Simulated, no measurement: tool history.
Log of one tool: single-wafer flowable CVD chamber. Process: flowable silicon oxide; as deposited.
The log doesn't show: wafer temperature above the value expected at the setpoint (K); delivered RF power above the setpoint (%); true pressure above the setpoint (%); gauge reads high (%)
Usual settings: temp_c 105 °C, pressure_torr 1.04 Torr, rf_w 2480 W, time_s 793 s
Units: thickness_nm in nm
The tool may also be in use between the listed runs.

run	day	temp_c	pressure_torr	rf_w	time_s	wafers since the last listed run	hours since the last thermocouple change	hours since the last RF generator calibration	hours since the last manometer calibration	hours since the showerhead was replaced	hours since the gauge calibration	read-back reference wafer on the same gauge, thickness_nm	thickness_nm
1	0.000	111	1.04	2480	793	0	1447.1	605.7	2303.4	3148.3	152.3	484.317	523.840
2	0.608	111	1.04	2480	793	29	1461.7	620.3	2318.0	3162.9	166.9	484.287	524.550
3	1.312	105	0.86	2480	843	33	1478.6	637.2	2334.9	3179.8	183.8	483.591	581.221
4	1.800	105	0.86	2480	843	23	1490.3	648.9	2346.6	3191.5	195.5	483.939	581.693
5	2.171	105	0.86	2480	843	17	1499.2	657.8	2355.5	3200.4	204.4	483.959	579.620
6	2.667	105	1.04	2480	793	23	1511.1	669.7	2367.4	3212.3	216.3	483.960	670.101
7	2.992	105	1.04	2480	700	15	1518.9	677.5	2375.2	3220.1	224.1	484.237	590.988
8	4.179	105	1.04	2480	700	57	1547.4	706.0	2403.7	3248.6	252.6	484.399	594.540
9	4.638	105	1.04	2480	793	22	1558.4	717.0	2414.7	3259.6	263.6	483.724	671.451
# day 4.862: gauge calibrated
# day 4.988: thermocouple changed; heater temperature recalibrated
# day 5.362: showerhead replaced
10	5.383	105	1.04	2480	793	3	9.5	734.9	2432.6	0.5	12.5	484.264	526.450
11	5.904	105	1.04	2115	939	25	22.0	747.4	2445.1	13.0	25.0	484.429	602.810
# day 6.608: capacitance manometer re-zeroed and calibrated
# day 6.800: RF generator calibrated
12	6.821	116	0.94	2480	793	18	44.0	0.5	5.1	35.0	47.0	483.964	320.337
13	7.029	117	1.27	2940	894	10	49.0	5.5	10.1	40.0	52.0	483.793	483.883
14	8.888	90	1.11	2885	793	89	93.6	50.1	54.7	84.6	96.6	483.857	1033.104

Forecast run 15:
15	9.362	115	1.12	2480	693	22	105.0	61.5	66.1	96.0	108.0	?	?

Run 15 gave read-back reference wafer on the same gauge, thickness_nm 483.806, thickness_nm 349.536 nm.
Without the tool's hidden state the same run would have given thickness_nm 358.970 nm.

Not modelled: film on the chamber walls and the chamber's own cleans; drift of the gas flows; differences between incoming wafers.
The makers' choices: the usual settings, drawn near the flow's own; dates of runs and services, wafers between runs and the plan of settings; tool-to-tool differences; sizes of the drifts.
